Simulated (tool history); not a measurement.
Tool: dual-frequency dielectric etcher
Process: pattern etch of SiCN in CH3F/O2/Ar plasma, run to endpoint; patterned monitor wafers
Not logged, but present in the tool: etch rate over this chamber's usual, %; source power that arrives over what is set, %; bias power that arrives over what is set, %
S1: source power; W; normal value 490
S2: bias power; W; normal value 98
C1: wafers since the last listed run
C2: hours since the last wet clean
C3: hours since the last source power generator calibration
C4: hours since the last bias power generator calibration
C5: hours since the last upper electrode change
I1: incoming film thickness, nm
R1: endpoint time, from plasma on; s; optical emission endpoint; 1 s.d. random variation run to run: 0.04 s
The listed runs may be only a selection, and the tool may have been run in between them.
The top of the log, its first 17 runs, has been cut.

-- hour=1274.4 source power generator calibrated
run 18 hour=1306.2 | S1=560 S2=79 | C1=496 C2=479.6 C3=31.8 C4=225.6 C5=546.9 | I1=5.94 | R1=13.3
-- hour=1340.9 wet clean of the chamber
run 19 hour=1389.3 | S1=370 S2=77 | C1=793 C2=48.4 C3=114.9 C4=308.7 C5=630 | I1=5.87 | R1=15.8
run 20 hour=1454.9 | S1=550 S2=98 | C1=880 C2=114 C3=180.5 C4=374.3 C5=695.6 | I1=5.88 | R1=12.9
run 21 hour=1561.9 | S1=450 S2=98 | C1=1436 C2=221 C3=287.5 C4=481.3 C5=802.6 | I1=5.93 | R1=13.8
run 22 hour=1645 | S1=490 S2=98 | C1=1115 C2=304.1 C3=370.6 C4=564.4 C5=885.7 | I1=5.92 | R1=13.4
run 23 hour=1749.8 | S1=420 S2=77 | C1=1407 C2=408.9 C3=475.4 C4=669.2 C5=990.5 | I1=5.92 | R1=14.9
-- hour=1804.9 wet clean of the chamber
run 24 hour=1822.7 | S1=490 S2=98 | C1=656 C2=17.8 C3=548.3 C4=742.1 C5=1063.4 | I1=5.85 | R1=13.5
run 25 hour=1882.6 | S1=400 S2=76 | C1=804 C2=77.7 C3=608.2 C4=802 C5=1123.3 | I1=5.95 | R1=15.7
run 26 hour=1924.1 | S1=560 S2=98 | C1=557 C2=119.2 C3=649.7 C4=843.5 C5=1164.8 | I1=5.89 | R1=13
run 27 hour=2015.9 | S1=530 S2=98 | C1=1232 C2=211 C3=741.5 C4=935.3 C5=1256.6 | I1=5.93 | R1=13.2
run 28 hour=2085.4 | S1=490 S2=119 | C1=933 C2=280.5 C3=811 C4=1004.8 C5=1326.1 | I1=5.92 | R1=12.7
run 29 hour=2130.1 | S1=490 S2=84 | C1=600 C2=325.2 C3=855.7 C4=1049.5 C5=1370.8 | I1=5.86 | R1=13.7
run 30 hour=2228.4 | S1=590 S2=77 | C1=1320 C2=423.5 C3=954 C4=1147.8 C5=1469.1 | I1=5.9 | R1=13.3
-- hour=2352.8 wet clean of the chamber
run 31 hour=2353.3 | S1=410 S2=111 | C1=1355 C2=0.5 C3=1078.9 C4=1272.7 C5=1594 | I1=5.9 | R1=14

Branching from run 31: 4 alternative next runs. What would each branch give?
run A hour=2353.7 | S1=490 S2=98 | C1=5 C2=0.9 C3=1079.3 C4=1273.1 C5=1594.4 | I1=5.95 | R1=?
run B hour=2353.7 | S1=380 S2=82 | C1=5 C2=0.9 C3=1079.3 C4=1273.1 C5=1594.4 | I1=5.95 | R1=?
run C hour=2353.7 | S1=590 S2=110 | C1=5 C2=0.9 C3=1079.3 C4=1273.1 C5=1594.4 | I1=5.95 | R1=?
run D hour=2353.7 | S1=580 S2=116 | C1=5 C2=0.9 C3=1079.3 C4=1273.1 C5=1594.4 | I1=5.95 | R1=?

run=A R1=13.7
run=B R1=15.7
run=C R1=12.5
run=D R1=12.4
Stripped of hidden state, with their random variation kept, the same runs would have yielded:
run=A R1=13.6
run=B R1=15.5
run=C R1=12.3
run=D R1=12.2
